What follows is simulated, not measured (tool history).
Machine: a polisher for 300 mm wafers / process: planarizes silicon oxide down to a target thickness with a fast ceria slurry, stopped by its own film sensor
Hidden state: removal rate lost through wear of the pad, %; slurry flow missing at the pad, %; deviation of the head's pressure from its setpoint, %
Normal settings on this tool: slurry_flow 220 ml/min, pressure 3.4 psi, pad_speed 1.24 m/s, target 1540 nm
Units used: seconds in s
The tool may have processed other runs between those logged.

run      day  slurry_flow  pressure  pad_speed  target  wafers since the last listed run  wafers polished on this pad  hours since the slurry nozzle was cleaned  hours since the head pressure was calibrated  incoming thickness of the incoming film, nm  seconds
  1        0          175       2.8       1.24    1540                                 0                         4964                                       48.6                                         404.5                                       3833.9    170.9
  2    3.958          220       3.4       1.24    1540                               886                         5851                                      143.6                                         499.5                                       3828.4    137.9
      10.862  -- head pressure recalibrated
      13.208  -- worn pad replaced by a new one
  3   14.262          220       3.4       1.32    1540                              2252                          235                                      390.9                                          81.6                                       3869.4    122.6
  4   17.383          220       3.4       1.24    1540                               699                          935                                      465.8                                         156.5                                       3910.6    133.9
  5   19.225          220       3.4       1.24    1540                               412                         1347                                        510                                         200.7                                       3887.5    134.5
  6   21.258          220       3.4       1.24    1540                               455                         1803                                      558.8                                         249.5                                       3862.9    140.2
  7   24.375          220       3.4       1.24    1540                               698                         2501                                      633.6                                         324.3                                       3837.3    142.1
      31.629  -- slurry nozzle cleaned
  8   36.408          220       3.4       1.24    1540                              2686                         5187                                      114.7                                         613.1                                         3834      133
  9   39.862          220       3.4       1.24    1540                               773                         5961                                      197.6                                           696                                       3906.5    142.7
 10   43.167          220       3.4       1.24    1540                               740                         6701                                      276.9                                         775.3                                       3801.4    135.6
      43.796  -- head pressure recalibrated
      45.479  -- worn pad replaced by a new one
 11   54.792          220       3.4       1.24    1540                              2548                         2085                                      555.9                                         263.9                                       3881.2    137.2
 12   58.533          220       3.4       1.24    1540                               838                         2924                                      645.7                                         353.7                                       3906.9      142
      59.275  -- slurry nozzle cleaned
 13   61.867          220       3.4       1.24    1540                               737                         3661                                       62.2                                         433.7                                       3810.1    130.2
 14   64.083          220       3.4       1.24    1540                               496                         4158                                      115.4                                         486.9                                       3894.8    139.1
 15   68.379          260       2.3       1.24    1540                               962                         5120                                      218.5                                           590                                       3820.2    198.7
 16   70.992          220       3.4       1.24    1540                               585                         5705                                      281.2                                         652.7                                       3871.2      135
 17   79.496          280       2.6       1.24    1540                              1905                         7610                                      485.3                                         856.8                                       3855.6      174
      79.838  -- head pressure recalibrated
 18   81.342          165       3.4       1.24    1540                               394                         8005                                      529.6                                          36.1                                       3838.9    153.7
      81.625  -- worn pad replaced by a new one
 19   84.946          220       3.7       1.24    2211                               770                          743                                      616.1                                         122.6                                       3826.6     85.4
      87.288  -- slurry nozzle cleaned
 20   88.808          220       3.4       1.24    1238                               855                         1599                                       36.5                                         215.3                                       3854.8    145.7
 21   90.408          220       3.4       1.24    1540                               358                         1958                                       74.9                                         253.7                                       3807.4    127.4
 22   94.625          250       3.9       1.56     727                               944                         2902                                      176.1                                         354.9                                       3870.4    133.7
 23     97.7          220       3.4       1.24    1800                               688                         3591                                      249.9                                         428.7                                       3854.9    121.1
 24  101.617          220       4.1       1.24    1225                               877                         4469                                      343.9                                         522.7                                       3913.6    133.7
 25  103.908          220       3.4       1.24    1540                               513                         4982                                      398.9                                         577.7                                       3892.5    141.6
 26  107.704          220       3.4       1.24    1540                               850                         5832                                        490                                         668.8                                       3878.3    142.8
     108.242  -- head pressure recalibrated
     110.646  -- worn pad replaced by a new one
 27  110.879          190       2.9       1.04    1540                               655                           52                                      566.2                                          63.3                                       3819.5    173.2
 28  115.008          255       2.8       0.92    2102                               925                          977                                      665.3                                         162.4                                       3848.3    142.3
     116.825  -- slurry nozzle cleaned
 29  118.354          220       3.4       1.24    1540                               740                         1717                                       36.7                                         242.7                                       3867.6    130.3
 30  121.146          220         4        1.1    1024                               625                         2343                                      103.7                                         309.7                                         3905    151.3
 31  122.725          220       3.4       1.24    1540                               353                         2696                                      141.6                                         347.6                                       3862.1    133.8
 32  125.538          220       3.4       1.68    1540                               630                         3326                                      209.1                                         415.1                                       3914.7    113.8
 33  128.271          200       3.4       1.24    1266                               612                         3939                                      274.7                                         480.7                                       3842.8    155.4
 34  131.425          220       3.4       1.24    1540                               706                         4645                                      350.4                                         556.4                                       3831.9    139.4
 35  133.275          220       3.4       1.24    1540                               414                         5060                                      394.8                                         600.8                                       3870.9    140.3

Per-run results on a tool with no hidden state, each run keeping its own random variation:
run  seconds
  1    148.3
  2    118.4
  3    114.4
  4      120
  5    118.1
  6    120.4
  7    118.4
  8    115.6
  9    122.5
 10    115.2
 11      119
 12    119.2
 13    115.9
 14    122.6
 15    172.6
 16    115.7
 17    146.2
 18    124.3
 19     76.1
 20    134.7
 21    116.2
 22    118.9
 23    105.6
 24    114.3
 25    119.7
 26    118.7
 27    157.5
 28    124.8
 29    118.7
 30      135
 31    118.1
 32     98.8
 33    132.5
 34    117.4
 35    117.2

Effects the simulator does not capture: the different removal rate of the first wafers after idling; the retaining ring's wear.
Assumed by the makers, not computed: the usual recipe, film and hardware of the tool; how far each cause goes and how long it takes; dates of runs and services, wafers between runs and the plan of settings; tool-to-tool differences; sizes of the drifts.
